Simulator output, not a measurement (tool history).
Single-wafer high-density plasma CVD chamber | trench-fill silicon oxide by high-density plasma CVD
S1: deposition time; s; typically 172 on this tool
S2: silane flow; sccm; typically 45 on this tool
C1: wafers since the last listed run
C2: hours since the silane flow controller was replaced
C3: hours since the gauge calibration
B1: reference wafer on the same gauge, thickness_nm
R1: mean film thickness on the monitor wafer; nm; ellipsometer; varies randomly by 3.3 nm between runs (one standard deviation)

{"run": 1, "hour": 0.0, "S1": 172, "S2": 45, "C1": 0, "C2": 4265.2, "C3": 263.8, "B1": 888.408, "R1": 792.156}
{"run": 2, "hour": 8.0, "S1": 172, "S2": 45, "C1": 88, "C2": 4273.2, "C3": 271.8, "B1": 888.923, "R1": 794.374}
{"run": 3, "hour": 24.1, "S1": 172, "S2": 45, "C1": 177, "C2": 4289.3, "C3": 287.9, "B1": 886.925, "R1": 790.848}
{"run": 4, "hour": 36.2, "S1": 172, "S2": 45, "C1": 133, "C2": 4301.4, "C3": 300, "B1": 885.198, "R1": 789.005}
{"run": 5, "hour": 50.9, "S1": 172, "S2": 45, "C1": 162, "C2": 4316.1, "C3": 314.7, "B1": 885.532, "R1": 789.714}
{"run": 6, "hour": 59.8, "S1": 172, "S2": 45, "C1": 98, "C2": 4325, "C3": 323.6, "B1": 885.554, "R1": 795.319}
{"run": 7, "hour": 76.9, "S1": 172, "S2": 45, "C1": 188, "C2": 4342.1, "C3": 340.7, "B1": 885.85, "R1": 785.554}
{"run": 8, "hour": 84.5, "S1": 172, "S2": 45, "C1": 83, "C2": 4349.7, "C3": 348.3, "B1": 886.758, "R1": 787.191}
{"run": 9, "hour": 101.2, "S1": 172, "S2": 45, "C1": 184, "C2": 4366.4, "C3": 365, "B1": 887.078, "R1": 784.922}
{"run": 10, "hour": 118.3, "S1": 172, "S2": 45, "C1": 188, "C2": 4383.5, "C3": 382.1, "B1": 886.658, "R1": 785.944}
{"run": 11, "hour": 125.7, "S1": 172, "S2": 45, "C1": 81, "C2": 4390.9, "C3": 389.5, "B1": 886.609, "R1": 796.327}
{"run": 12, "hour": 139.6, "S1": 172, "S2": 45, "C1": 153, "C2": 4404.8, "C3": 403.4, "B1": 889.407, "R1": 787.867}
{"run": 13, "hour": 154.3, "S1": 172, "S2": 45, "C1": 162, "C2": 4419.5, "C3": 418.1, "B1": 886.428, "R1": 793.389}
{"run": 14, "hour": 167.8, "S1": 172, "S2": 45, "C1": 149, "C2": 4433, "C3": 431.6, "B1": 886.244, "R1": 796.588}
{"run": 15, "hour": 181.2, "S1": 151, "S2": 45, "C1": 148, "C2": 4446.4, "C3": 445, "B1": 886.987, "R1": 695.422}
{"run": 16, "hour": 191.8, "S1": 151, "S2": 45, "C1": 117, "C2": 4457, "C3": 455.6, "B1": 886.037, "R1": 693.179}
{"run": 17, "hour": 201.5, "S1": 163, "S2": 45, "C1": 107, "C2": 4466.7, "C3": 465.3, "B1": 887.363, "R1": 748.189}
{"run": 18, "hour": 207.8, "S1": 198, "S2": 51, "C1": 69, "C2": 4473, "C3": 471.6, "B1": 887.002, "R1": 989.133}
{"run": 19, "hour": 221.8, "S1": 198, "S2": 51, "C1": 154, "C2": 4487, "C3": 485.6, "B1": 887.505, "R1": 983.713}
{"run": 20, "hour": 231.3, "S1": 172, "S2": 45, "C1": 104, "C2": 4496.5, "C3": 495.1, "B1": 887.889, "R1": 785.409}
{"run": 21, "hour": 248.4, "S1": 172, "S2": 45, "C1": 188, "C2": 4513.6, "C3": 512.2, "B1": 886.196, "R1": 794.806}
{"run": 22, "hour": 263.3, "S1": 172, "S2": 41, "C1": 164, "C2": 4528.5, "C3": 527.1, "B1": 885.622, "R1": 743.211}
{"run": 23, "hour": 295.7, "S1": 172, "S2": 45, "C1": 357, "C2": 4560.9, "C3": 559.5, "B1": 887.186, "R1": 789.515}
{"run": 24, "hour": 304.3, "S1": 172, "S2": 45, "C1": 94, "C2": 4569.5, "C3": 568.1, "B1": 887.204, "R1": 785.805}
{"run": 25, "hour": 315.2, "S1": 172, "S2": 45, "C1": 120, "C2": 4580.4, "C3": 579, "B1": 887.996, "R1": 789.244}
{"run": 26, "hour": 351.3, "S1": 162, "S2": 37, "C1": 398, "C2": 4616.5, "C3": 615.1, "B1": 887.203, "R1": 658.518}
{"run": 27, "hour": 362.0, "S1": 198, "S2": 45, "C1": 118, "C2": 4627.2, "C3": 625.8, "B1": 886.622, "R1": 915.791}
{"run": 28, "hour": 379.6, "S1": 191, "S2": 36, "C1": 194, "C2": 4644.8, "C3": 643.4, "B1": 888.815, "R1": 775.208}
{"hour": 390.4, "done": "gauge calibrated"}
{"run": 29, "hour": 397.0, "S1": 201, "S2": 40, "C1": 192, "C2": 4662.2, "C3": 6.6, "B1": 887.115, "R1": 864.417}
{"run": 30, "hour": 408.9, "S1": 182, "S2": 52, "C1": 131, "C2": 4674.1, "C3": 18.5, "B1": 888.113, "R1": 915.432}
{"run": 31, "hour": 437.6, "S1": 172, "S2": 40, "C1": 317, "C2": 4702.8, "C3": 47.2, "B1": 888.108, "R1": 738.009}
{"run": 32, "hour": 444.3, "S1": 205, "S2": 53, "C1": 74, "C2": 4709.5, "C3": 53.9, "B1": 886.174, "R1": 1042.37}
{"hour": 457.2, "done": "silane flow controller replaced"}
{"run": 33, "hour": 460.6, "S1": 206, "S2": 54, "C1": 91, "C2": 3.4, "C3": 70.2, "B1": 887.845, "R1": 1063.937}
{"run": 34, "hour": 477.2, "S1": 147, "S2": 53, "C1": 183, "C2": 20, "C3": 86.8, "B1": 887.103, "R1": 756.516}
{"run": 35, "hour": 491.5, "S1": 205, "S2": 42, "C1": 157, "C2": 34.3, "C3": 101.1, "B1": 885.326, "R1": 898.92}
{"run": 36, "hour": 501.7, "S1": 172, "S2": 45, "C1": 112, "C2": 44.5, "C3": 111.3, "B1": 887.786, "R1": 789.763}

What does the tool deliver on the next run?
{"run": 37, "hour": 518.9, "S1": 172, "S2": 47, "C1": 189, "C2": 61.7, "C3": 128.5, "B1": "?", "R1": "?"}

Run 37 gave B1 886.485, R1 818.803 nm.
Had the tool carried no hidden state, the very same run would have given R1 818.803 nm.
